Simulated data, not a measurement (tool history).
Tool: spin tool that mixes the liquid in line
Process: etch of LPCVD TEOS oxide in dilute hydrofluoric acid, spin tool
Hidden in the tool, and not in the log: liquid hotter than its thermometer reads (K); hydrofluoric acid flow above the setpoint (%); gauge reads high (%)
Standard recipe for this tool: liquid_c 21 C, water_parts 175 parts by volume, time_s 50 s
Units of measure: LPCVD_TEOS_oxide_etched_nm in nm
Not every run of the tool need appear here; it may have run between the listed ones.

run	hour	liquid_c	water_parts	time_s	wafers since the last listed run	hours since the thermometer was replaced	hours since the hydrofluoric acid flow meter was replaced	hours since the gauge calibration	read-back film thickness of the LPCVD TEOS oxide reference wafer, read on the same gauge (nm)	LPCVD_TEOS_oxide_etched_nm
1	0	21	175	50	0	688.2	424.4	1189.9	90.01	12.84
# hour 13.9: gauge calibrated
2	92.2	21	175	50	1011	780.4	516.6	78.3	89.96	13.26
3	159.4	25	175	35	737	847.6	583.8	145.5	90.04	10.84
4	233.8	25	175	35	816	922	658.2	219.9	89.99	10.87
5	276.4	25	175	35	467	964.6	700.8	262.5	90	10.98
6	313.8	19.5	175	50	410	1002	738.2	299.9	90	12.54
7	359.5	19.5	175	50	501	1047.7	783.9	345.6	90.01	12.55
8	447.5	21	175	50	965	1135.7	871.9	433.6	90	13.83
9	548.7	21	175	50	1110	1236.9	973.1	534.8	90.01	13.56
# hour 566.5: thermometer replaced
10	596.3	21	175	50	511	29.8	1020.7	582.4	90	14.04
# hour 607.6: hydrofluoric acid flow meter replaced
11	699.3	21	175	50	1119	132.8	91.7	685.4	89.99	12.42
12	776.3	18	140	25	844	209.8	168.7	762.4	89.99	7.23
13	835.3	21	175	50	647	268.8	227.7	821.4	90.03	12.56
14	924.1	21	175	50	974	357.6	316.5	910.2	90	12.75
15	1030.9	21	175	40	1171	464.4	423.3	1017	90	10.29
16	1132.2	21	175	50	1111	565.7	524.6	1118.3	90	13.05
# hour 1138: gauge calibrated
17	1204.4	21	110	20	792	637.9	596.8	66.4	90.01	8.77
18	1293.5	17	90	80	977	727	685.9	155.5	89.99	38.02
19	1395	21	175	35	1113	828.5	787.4	257	90	9.44
20	1446.8	21	90	50	568	880.3	839.2	308.8	90	28.87
21	1509.3	19	175	50	685	942.8	901.7	371.3	90.02	12.58
22	1600.1	21	175	50	996	1033.6	992.5	462.1	89.99	13.72
# hour 1641.1: hydrofluoric acid flow meter replaced
23	1668	24.5	175	50	734	1101.5	26.9	530	89.99	14.13

Hidden state at the last listed run before each entry between runs and at the first one after, where it differs:
In the gap between runs 1 and 2: gauge calibrated (hour 13.9)
  hydrofluoric acid flow above the setpoint (%): 5.45 -> 6.41
  measured minus no-state result, LPCVD_TEOS_oxide_etched_nm: +0.78 -> +0.93 nm
In the gap between runs 9 and 10: thermometer replaced (hour 566.5)
  hydrofluoric acid flow above the setpoint (%): 11.1 -> 11.6
  measured minus no-state result, LPCVD_TEOS_oxide_etched_nm: +1.58 -> +1.7 nm
In the gap between runs 10 and 11: hydrofluoric acid flow meter replaced (hour 607.6)
  hydrofluoric acid flow above the setpoint (%): 11.6 -> 1.27
  measured minus no-state result, LPCVD_TEOS_oxide_etched_nm: +1.7 -> +0.19 nm
In the gap between runs 16 and 17: gauge calibrated (hour 1138)
  hydrofluoric acid flow above the setpoint (%): 5.76 -> 6.5
  measured minus no-state result, LPCVD_TEOS_oxide_etched_nm: +0.83 -> +0.6 nm
In the gap between runs 22 and 23: hydrofluoric acid flow meter replaced (hour 1641.1)
  hydrofluoric acid flow above the setpoint (%): 10.6 -> 0.541
  measured minus no-state result, LPCVD_TEOS_oxide_etched_nm: +1.53 -> +0.09 nm
